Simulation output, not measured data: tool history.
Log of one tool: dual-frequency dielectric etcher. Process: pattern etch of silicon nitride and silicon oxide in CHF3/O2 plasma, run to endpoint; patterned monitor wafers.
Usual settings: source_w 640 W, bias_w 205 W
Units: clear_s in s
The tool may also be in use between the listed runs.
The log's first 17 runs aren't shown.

run,day,source_w,bias_w,"incoming incoming film thickness, nm",clear_s
18,43.004,550,239,269.4,180.2
19,44.796,640,205,269.7,179.4
20,46.05,500,224,265.8,190.8
21,48.067,560,251,268.5,172.2
22,50.567,770,220,269.2,160.9
# day 54.367: upper electrode replaced
23,54.388,720,240,271,159.1
# day 56.075: wet clean of the chamber
24,56.096,640,205,267.1,177.9
25,63.858,770,205,269.3,166
# day 69.683: wet clean of the chamber
26,69.704,550,239,269.1,181.2
27,69.983,640,205,270.2,180.5
28,72.975,590,223,268.5,178.7
29,74.033,640,205,268.2,179.1
30,75.275,510,226,268.7,190.4
31,76.517,500,184,269,213.3
32,77.779,640,205,269.4,180.9
33,78.842,710,187,271.6,181.4

5 ways to go on from here, each from the tool as it stands after run 33. What would each give?
A,78.862,640,175,267,?
B,78.862,640,155,267,?
C,78.862,490,219,267,?
D,78.862,790,160,267,?
E,78.862,510,185,267,?

run,clear_s
A,193.3
B,204.6
C,197.2
D,183
E,209.4
Without the tool's hidden state the same runs would have given:
run,clear_s
A,191.8
B,203.1
C,195.6
D,181.7
E,207.8
